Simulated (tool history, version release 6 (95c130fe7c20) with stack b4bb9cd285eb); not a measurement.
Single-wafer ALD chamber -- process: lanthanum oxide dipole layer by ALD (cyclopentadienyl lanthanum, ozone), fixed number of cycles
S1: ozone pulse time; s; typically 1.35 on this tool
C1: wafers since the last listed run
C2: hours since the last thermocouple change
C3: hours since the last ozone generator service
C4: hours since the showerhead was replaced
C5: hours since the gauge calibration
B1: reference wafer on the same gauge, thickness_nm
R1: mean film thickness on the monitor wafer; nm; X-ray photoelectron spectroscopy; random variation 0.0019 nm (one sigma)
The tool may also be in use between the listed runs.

run,day,S1,C1,C2,C3,C4,C5,B1,R1
1,0.000,1.35,0,678.8,155.1,4373.5,652.1,0.605,0.609
2,4.475,1.63,2472,786.2,262.5,4480.9,759.5,0.605,0.640
3,7.200,1.63,1505,851.6,327.9,4546.3,824.9,0.605,0.638
# day 16.471: thermocouple changed; heater temperature recalibrated
4,18.038,1.35,5804,37.6,588.0,4806.4,1085.0,0.605,0.610
5,20.875,1.35,1567,105.7,656.1,4874.5,1153.1,0.605,0.609
6,25.125,1.35,2348,207.7,758.1,4976.5,1255.1,0.605,0.607
7,27.017,1.35,1045,253.1,803.5,5021.9,1300.5,0.605,0.608
8,30.075,1.35,1689,326.5,876.9,5095.3,1373.9,0.605,0.606
9,32.346,1.35,1254,381.0,931.4,5149.8,1428.4,0.605,0.611
10,34.400,1.35,1135,430.3,980.7,5199.1,1477.7,0.605,0.604
11,37.338,1.35,1623,500.8,1051.2,5269.6,1548.2,0.604,0.607
12,40.221,1.35,1593,570.0,1120.4,5338.8,1617.4,0.605,0.606
13,44.075,1.62,2129,662.5,1212.9,5431.3,1709.9,0.605,0.635
14,46.758,1.62,1482,726.9,1277.3,5495.7,1774.3,0.605,0.631
15,49.921,1.62,1747,802.8,1353.2,5571.6,1850.2,0.605,0.631
16,52.425,1.72,1383,862.9,1413.3,5631.7,1910.3,0.606,0.640
17,54.954,1.35,1397,923.6,1474.0,5692.4,1971.0,0.605,0.600
18,59.017,1.35,2244,1021.1,1571.5,5789.9,2068.5,0.605,0.602
19,61.417,1.35,1326,1078.7,1629.1,5847.5,2126.1,0.606,0.601
20,63.067,1.18,911,1118.3,1668.7,5887.1,2165.7,0.605,0.561
# day 64.521: ozone generator serviced
21,65.400,1.35,1105,1174.3,21.1,5943.1,2221.7,0.605,0.613
# day 67.475: thermocouple changed; heater temperature recalibrated
# day 71.933: showerhead replaced, of another model than before
22,75.425,1.52,5171,190.8,261.7,83.8,2462.3,0.605,0.625
23,77.642,1.80,1224,244.0,314.9,137.0,2515.5,0.605,0.639

Run 24 comes next. What will it give?
# day 79.571: gauge calibrated
24,81.508,1.61,2136,336.8,407.7,229.8,46.5,?,?

{"run 24": {"B1": 0.605, "R1": 0.627}}
With no hidden state in the tool, this same run would have given R1 0.628 nm.

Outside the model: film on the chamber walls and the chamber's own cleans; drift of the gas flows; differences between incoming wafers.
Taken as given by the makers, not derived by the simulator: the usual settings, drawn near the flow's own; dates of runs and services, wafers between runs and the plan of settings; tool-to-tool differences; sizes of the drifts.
